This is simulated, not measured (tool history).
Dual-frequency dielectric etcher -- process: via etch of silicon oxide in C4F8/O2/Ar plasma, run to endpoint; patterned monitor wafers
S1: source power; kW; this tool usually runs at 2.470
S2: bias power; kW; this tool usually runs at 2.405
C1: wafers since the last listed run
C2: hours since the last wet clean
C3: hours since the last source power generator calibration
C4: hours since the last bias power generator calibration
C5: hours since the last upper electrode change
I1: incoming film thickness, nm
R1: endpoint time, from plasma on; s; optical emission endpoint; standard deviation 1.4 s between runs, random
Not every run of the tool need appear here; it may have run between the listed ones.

run,hour,S1,S2,C1,C2,C3,C4,C5,I1,R1
1,0.0,2.470,2.405,0,182.6,3585.1,2376.1,3284.7,1111.3,194.9
2,183.7,2.470,2.405,1133,366.3,3768.8,2559.8,3468.4,1100.0,197.2
3,240.6,2.950,2.405,350,423.2,3825.7,2616.7,3525.3,1107.4,178.1
4,289.2,2.470,2.405,299,471.8,3874.3,2665.3,3573.9,1111.2,198.6
# hour 368.9: wet clean of the chamber
5,369.4,2.470,2.405,346,0.5,3954.5,2745.5,3654.1,1106.4,189.9
6,416.5,2.220,2.405,290,47.6,4001.6,2792.6,3701.2,1102.9,205.9
7,478.7,2.220,2.405,383,109.8,4063.8,2854.8,3763.4,1105.6,209.6
8,533.6,1.990,2.405,338,164.7,4118.7,2909.7,3818.3,1115.0,227.1
9,598.3,2.470,2.077,399,229.4,4183.4,2974.4,3883.0,1092.2,200.9
10,641.2,2.470,2.077,264,272.3,4226.3,3017.3,3925.9,1113.6,203.3
11,726.1,2.470,2.405,523,357.2,4311.2,3102.2,4010.8,1101.1,197.9
# hour 785.0: upper electrode replaced, of another model than before
# hour 801.9: source power generator calibrated
12,832.6,2.470,2.405,484,463.7,30.7,3208.7,47.6,1100.3,199.0
13,907.9,2.980,2.814,464,539.0,106.0,3284.0,122.9,1110.1,159.4
# hour 948.1: wet clean of the chamber
14,999.0,2.100,2.989,413,50.9,197.1,3375.1,214.0,1119.9,212.8
# hour 1053.5: bias power generator calibrated
15,1072.5,3.050,2.405,428,124.4,270.6,19.0,287.5,1100.6,154.1
16,1157.5,2.110,1.817,524,209.4,355.6,104.0,372.5,1107.3,270.1
17,1248.3,2.470,2.755,560,300.2,446.4,194.8,463.3,1102.9,182.2
18,1288.1,2.930,2.999,245,340.0,486.2,234.6,503.1,1115.8,153.9
19,1453.1,1.930,2.018,1017,505.0,651.2,399.6,668.1,1103.8,306.1
20,1533.0,2.850,2.405,492,584.9,731.1,479.5,748.0,1101.2,175.2
# hour 1563.4: wet clean of the chamber
21,1582.7,2.090,2.869,158,19.3,780.8,529.2,797.7,1097.6,212.3

Forecast each of these 5 alternatives for the next run:
A,1583.2,2.260,2.405,3,19.8,781.3,529.7,798.2,1111.0,?
B,1583.2,2.300,2.854,3,19.8,781.3,529.7,798.2,1111.0,?
C,1583.2,3.000,3.006,3,19.8,781.3,529.7,798.2,1111.0,?
D,1583.2,1.940,2.093,3,19.8,781.3,529.7,798.2,1111.0,?
E,1583.2,2.300,1.810,3,19.8,781.3,529.7,798.2,1111.0,?

run,R1
A,208.3
B,188.4
C,142.4
D,282.2
E,234.5
Without the tool's unlogged condition, the same runs would have read:
run,R1
A,209.5
B,189.5
C,143.2
D,283.8
E,235.8

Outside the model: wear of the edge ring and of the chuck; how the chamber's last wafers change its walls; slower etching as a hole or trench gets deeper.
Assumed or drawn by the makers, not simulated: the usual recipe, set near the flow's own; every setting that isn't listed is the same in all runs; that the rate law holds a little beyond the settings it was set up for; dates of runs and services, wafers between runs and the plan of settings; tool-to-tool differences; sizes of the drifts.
